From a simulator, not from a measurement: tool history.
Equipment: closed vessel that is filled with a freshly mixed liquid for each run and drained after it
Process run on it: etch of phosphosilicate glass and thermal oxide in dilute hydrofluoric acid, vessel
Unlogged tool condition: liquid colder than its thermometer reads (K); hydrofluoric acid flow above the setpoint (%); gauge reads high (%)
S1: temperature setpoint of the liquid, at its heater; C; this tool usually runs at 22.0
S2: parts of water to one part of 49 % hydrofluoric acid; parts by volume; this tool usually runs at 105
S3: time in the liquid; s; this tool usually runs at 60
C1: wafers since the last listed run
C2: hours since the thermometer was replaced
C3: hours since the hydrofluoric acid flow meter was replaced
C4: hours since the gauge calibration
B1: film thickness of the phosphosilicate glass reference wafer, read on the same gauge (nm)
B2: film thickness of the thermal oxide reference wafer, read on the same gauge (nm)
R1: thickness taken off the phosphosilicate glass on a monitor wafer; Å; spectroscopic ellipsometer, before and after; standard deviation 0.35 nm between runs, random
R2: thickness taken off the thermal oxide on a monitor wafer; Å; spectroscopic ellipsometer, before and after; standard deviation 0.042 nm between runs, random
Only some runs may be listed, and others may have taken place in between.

run,day,S1,S2,S3,C1,C2,C3,C4,B1,B2,R1,R2
1,0.000,20.0,105,70,0,1990.3,2444.6,278.2,30.00,29.995,717.5,26.37
2,1.204,20.0,105,70,4021,2019.2,2473.5,307.1,30.00,30.013,714.8,25.49
3,2.675,20.0,105,70,4912,2054.5,2508.8,342.4,30.00,30.030,715.1,26.55
4,3.483,22.0,105,60,2699,2073.9,2528.2,361.8,29.99,29.973,667.4,25.34
5,4.829,22.0,105,60,4495,2106.2,2560.5,394.1,30.00,30.009,664.3,25.39
6,5.408,22.0,105,60,1934,2120.1,2574.4,408.0,30.01,30.014,664.4,24.01
# day 6.067: gauge calibrated
7,6.592,22.0,105,60,3952,2148.5,2602.8,12.6,30.00,30.016,662.9,24.41
8,7.608,22.0,105,60,3395,2172.9,2627.2,37.0,29.98,30.007,661.4,24.46
9,8.325,22.0,105,60,2393,2190.1,2644.4,54.2,30.01,29.999,660.5,24.17
10,9.258,22.0,105,60,3117,2212.5,2666.8,76.6,29.99,30.000,663.1,24.06
11,10.033,24.0,125,50,2588,2231.1,2685.4,95.2,30.00,30.009,488.0,17.91
12,10.721,22.0,105,75,2296,2247.6,2701.9,111.7,30.00,29.990,830.8,30.55
13,11.371,25.0,105,60,2171,2263.2,2717.5,127.3,30.01,29.983,750.0,27.91
# day 12.375: hydrofluoric acid flow meter replaced
14,12.650,22.0,90,60,4133,2293.9,6.6,158.0,29.99,30.018,785.0,29.68
# day 14.050: thermometer replaced
15,14.129,18.0,105,60,4801,1.9,42.1,193.5,30.01,29.969,615.4,23.11
16,14.983,22.0,105,60,2852,22.4,62.6,214.0,30.01,29.998,718.4,26.44
17,16.175,23.5,155,75,3980,51.0,91.2,242.6,29.99,29.990,610.1,22.38
18,17.521,22.0,105,60,4495,83.3,123.5,274.9,30.00,30.027,716.4,26.16
19,18.442,22.0,60,45,3075,105.4,145.6,297.0,30.00,30.009,991.5,35.59
20,19.612,22.0,105,60,3910,133.5,173.7,325.1,30.02,29.981,715.5,27.27

Hidden condition of the tool, last listed run before each entry between runs versus first listed run after:
From run 6 to run 7: gauge calibrated (day 6.067)
  liquid colder than its thermometer reads (K): 2.08 -> 2.1
  measured result minus the result with no hidden state, R1: -58.6 -> -59.0 Å; R2: -2.12 -> -2.17 Å
From run 13 to run 14: hydrofluoric acid flow meter replaced (day 12.375)
  liquid colder than its thermometer reads (K): 2.21 -> 2.24
  measured result minus the result with no hidden state, R1: -68.4 -> -75.5 Å; R2: -2.55 -> -2.86 Å
From run 14 to run 15: thermometer replaced (day 14.050)
  liquid colder than its thermometer reads (K): 2.24 -> 0.0722
  measured result minus the result with no hidden state, R1: -75.5 -> -1.8 Å; R2: -2.86 -> -0.07 Å

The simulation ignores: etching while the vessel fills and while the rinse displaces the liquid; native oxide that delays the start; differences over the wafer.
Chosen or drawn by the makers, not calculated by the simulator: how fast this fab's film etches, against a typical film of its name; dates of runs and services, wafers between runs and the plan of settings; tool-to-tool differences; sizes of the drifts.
